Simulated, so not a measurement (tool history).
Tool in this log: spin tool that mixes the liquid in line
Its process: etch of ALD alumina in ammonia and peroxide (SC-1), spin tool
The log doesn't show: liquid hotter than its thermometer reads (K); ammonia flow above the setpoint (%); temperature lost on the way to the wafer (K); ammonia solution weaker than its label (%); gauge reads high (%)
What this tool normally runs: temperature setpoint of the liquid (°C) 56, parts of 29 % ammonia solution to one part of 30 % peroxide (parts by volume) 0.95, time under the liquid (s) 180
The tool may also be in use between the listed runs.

run   hour  temperature setpoint of the liquid (°C)  parts of 29 % ammonia solution to one part of 30 % peroxide (parts by volume)  time under the liquid (s)  wafers since the last listed run  hours since the thermometer was replaced  hours since the ammonia flow meter was replaced  hours since the heated supply line was repaired  hours since the drum of ammonia solution was connected  hours since the gauge calibration  read-back film thickness of the ALD alumina reference wafer, read on the same gauge (nm)  thickness taken off the ALD alumina on a monitor wafer (angstrom)
  1      0                                       56                                                                           0.95                        180                                 0                                    1126.1                                           1297.1                                           3500.6                                                    88.7                              423.5                                                                                    139.97                                                              215.5
  2   25.2                                       56                                                                           0.95                        180                               222                                    1151.3                                           1322.3                                           3525.8                                                   113.9                              448.7                                                                                    139.98                                                              215.3
  3   58.4                                       56                                                                            1.2                        180                               293                                    1184.5                                           1355.5                                             3559                                                   147.1                              481.9                                                                                    140.01                                                              219.5
  4   88.8                                       56                                                                            1.2                        180                               268                                    1214.9                                           1385.9                                           3589.4                                                   177.5                              512.3                                                                                    140.03                                                              220.5
  5  113.9                                       56                                                                            1.2                        180                               221                                      1240                                             1411                                           3614.5                                                   202.6                              537.4                                                                                    140.02                                                              221.2
  6  141.5                                       56                                                                           0.95                        180                               243                                    1267.6                                           1438.6                                           3642.1                                                   230.2                                565                                                                                    140.01                                                              214.9
  7  155.5                                     62.5                                                                           0.95                        180                               123                                    1281.6                                           1452.6                                           3656.1                                                   244.2                                579                                                                                    140.01                                                              300.7
     174.3  -- new drum of ammonia solution connected
  8  174.8                                       56                                                                           0.95                        180                               161                                    1300.9                                           1471.9                                           3675.4                                                     0.5                              598.3                                                                                       140                                                              215.3
     182.3  -- heated supply line repaired
  9  201.6                                       56                                                                           0.95                        180                               227                                    1327.7                                           1498.7                                             19.3                                                    27.3                              625.1                                                                                    139.99                                                              215.1
       211  -- thermometer replaced
 10  222.7                                       56                                                                           0.95                        180                               177                                      11.7                                           1519.8                                             40.4                                                    48.4                              646.2                                                                                    139.98                                                              215.7
 11  251.5                                       56                                                                           0.95                        145                               254                                      40.5                                           1548.6                                             69.2                                                    77.2                                675                                                                                    139.99                                                              173.2
 12  280.6                                       56                                                                           0.95                        145                               256                                      69.6                                           1577.7                                             98.3                                                   106.3                              704.1                                                                                    139.99                                                              173.6
 13  321.1                                     47.5                                                                           0.95                        180                               357                                     110.1                                           1618.2                                            138.8                                                   146.8                              744.6                                                                                    140.02                                                              136.4
 14    348                                     53.5                                                                           0.95                        125                               237                                       137                                           1645.1                                            165.7                                                   173.7                              771.5                                                                                       140                                                              131.5
 15  368.1                                       59                                                                            0.6                        180                               177                                     157.1                                           1665.2                                            185.8                                                   193.8                              791.6                                                                                    139.98                                                              238.3
 16  391.5                                     52.5                                                                            1.2                        265                               206                                     180.5                                           1688.6                                            209.2                                                   217.2                                815                                                                                    139.99                                                              267.8
 17  410.9                                       64                                                                           0.75                        290                               171                                     199.9                                             1708                                            228.6                                                   236.6                              834.4                                                                                    139.95                                                              514.3
 18  425.6                                       53                                                                           0.95                        280                               129                                     214.6                                           1722.7                                            243.3                                                   251.3                              849.1                                                                                    140.02                                                              287.9
     446.9  -- new drum of ammonia solution connected
     447.4  -- ammonia flow meter replaced
 19    456                                       63                                                                            1.2                        140                               254                                       245                                              8.6                                            273.7                                                     9.1                              879.5                                                                                    140.04                                                              244.5
     464.4  -- gauge calibrated
 20    470                                     65.5                                                                            0.6                        180                               123                                       259                                             22.6                                            287.7                                                    23.1                                5.6                                                                                    140.03                                                              334.4
 21  492.1                                     52.5                                                                            1.2                        265                               195                                     281.1                                             44.7                                            309.8                                                    45.2                               27.7                                                                                    140.04                                                              268.4
 22  526.6                                     58.5                                                                           0.95                        180                               304                                     315.6                                             79.2                                            344.3                                                    79.7                               62.2                                                                                    140.03                                                              245.7
 23  555.4                                       56                                                                           0.95                        180                               254                                     344.4                                              108                                            373.1                                                   108.5                                 91                                                                                    140.04                                                              212.5
 24  608.7                                     52.5                                                                            1.2                        230                               470                                     397.7                                            161.3                                            426.4                                                   161.8                              144.3                                                                                       140                                                              233.3
 25  638.8                                       60                                                                           0.95                        180                               265                                     427.8                                            191.4                                            456.5                                                   191.9                              174.4                                                                                    139.97                                                              268.1
 26  660.9                                       56                                                                            1.2                        290                               195                                     449.9                                            213.5                                            478.6                                                     214                              196.5                                                                                       140                                                              355.2

Below are 3 alternative next runs, each starting from the tool's condition after run 26. Predict each:
  A  661.4                                       52                                                                           0.95                        180                                 4                                     450.4                                              214                                            479.1                                                   214.5                                197                                                                                         ?                                                                  ?
  B  661.4                                       56                                                                           0.65                        180                                 4                                     450.4                                              214                                            479.1                                                   214.5                                197                                                                                         ?                                                                  ?
  C  661.4                                     49.5                                                                            1.2                        180                                 4                                     450.4                                              214                                            479.1                                                   214.5                                197                                                                                         ?                                                                  ?

run  read-back film thickness of the ALD alumina reference wafer, read on the same gauge (nm)  thickness taken off the ALD alumina on a monitor wafer (angstrom)
  A                                                                                       140                                                              176.6
  B                                                                                       140                                                                211
  C                                                                                       140                                                              157.5
Without the tool's hidden state the same runs would have given:
run  thickness taken off the ALD alumina on a monitor wafer (angstrom)
  A                                                              176.6
  B                                                                211
  C                                                              157.5

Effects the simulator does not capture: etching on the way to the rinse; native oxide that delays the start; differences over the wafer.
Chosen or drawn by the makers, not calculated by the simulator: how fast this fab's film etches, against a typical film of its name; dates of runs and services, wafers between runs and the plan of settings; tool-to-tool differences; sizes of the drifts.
